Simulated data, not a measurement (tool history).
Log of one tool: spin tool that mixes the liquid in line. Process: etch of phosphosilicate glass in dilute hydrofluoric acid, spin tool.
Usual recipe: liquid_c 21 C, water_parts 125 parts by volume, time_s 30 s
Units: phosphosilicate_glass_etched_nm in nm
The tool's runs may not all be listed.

| run | hour | liquid_c | water_parts | time_s | read-back film thickness of the phosphosilicate glass reference wafer, read on the same gauge (nm) | phosphosilicate_glass_etched_nm |
|---|---|---|---|---|---|---|
| 1 | 0 | 24 | 125 | 25 | 131.06 | 25.94 |
| 2 | 84.1 | 24 | 125 | 25 | 131.49 | 25.6 |
| 3 | 125.3 | 24 | 125 | 25 | 131.79 | 26.05 |
| 4 | 232 | 18.5 | 125 | 30 | 132.56 | 25.15 |
| 5 | 277.2 | 18.5 | 125 | 30 | 132.97 | 24.97 |
| 6 | 344.1 | 24 | 125 | 30 | 133.61 | 31.21 |
|  | 361.6 | gauge calibrated |
| 7 | 438 | 21 | 125 | 30 | 130.16 | 27.41 |
| 8 | 496.5 | 25.5 | 125 | 30 | 130.22 | 32.05 |
| 9 | 544.5 | 18.5 | 85 | 50 | 130.34 | 62.46 |
|  | 604.1 | thermometer replaced |
| 10 | 644 | 21 | 125 | 45 | 130.67 | 41.1 |
| 11 | 716.1 | 18.5 | 85 | 50 | 131.05 | 63.4 |
|  | 782.4 | hydrofluoric acid flow meter replaced |
| 12 | 787.2 | 21 | 125 | 30 | 131.5 | 27.19 |
| 13 | 831.9 | 21 | 65 | 30 | 131.78 | 56.67 |
| 14 | 892.2 | 21 | 125 | 15 | 132.24 | 14.01 |
| 15 | 983.3 | 19.5 | 180 | 30 | 133.04 | 17.02 |

Consider 4 possible next runs. They are alternatives, not a sequence: every one starts from the tool as it was left by run 15. What does each give?
| A | 983.7 | 21 | 125 | 40 | ? | ? |
| B | 983.7 | 22.5 | 65 | 15 | ? | ? |
| C | 983.7 | 21 | 105 | 50 | ? | ? |
| D | 983.7 | 21 | 155 | 35 | ? | ? |

| run | read-back film thickness of the phosphosilicate glass reference wafer, read on the same gauge (nm) | phosphosilicate_glass_etched_nm |
|---|---|---|
| A | 133.08 | 37.32 |
| B | 133.08 | 30.69 |
| C | 133.08 | 56.8 |
| D | 133.08 | 25.5 |
Stripped of hidden state, with their random variation kept, the same runs would have yielded:
| run | phosphosilicate_glass_etched_nm |
|---|---|
| A | 36.46 |
| B | 29.99 |
| C | 55.49 |
| D | 24.91 |

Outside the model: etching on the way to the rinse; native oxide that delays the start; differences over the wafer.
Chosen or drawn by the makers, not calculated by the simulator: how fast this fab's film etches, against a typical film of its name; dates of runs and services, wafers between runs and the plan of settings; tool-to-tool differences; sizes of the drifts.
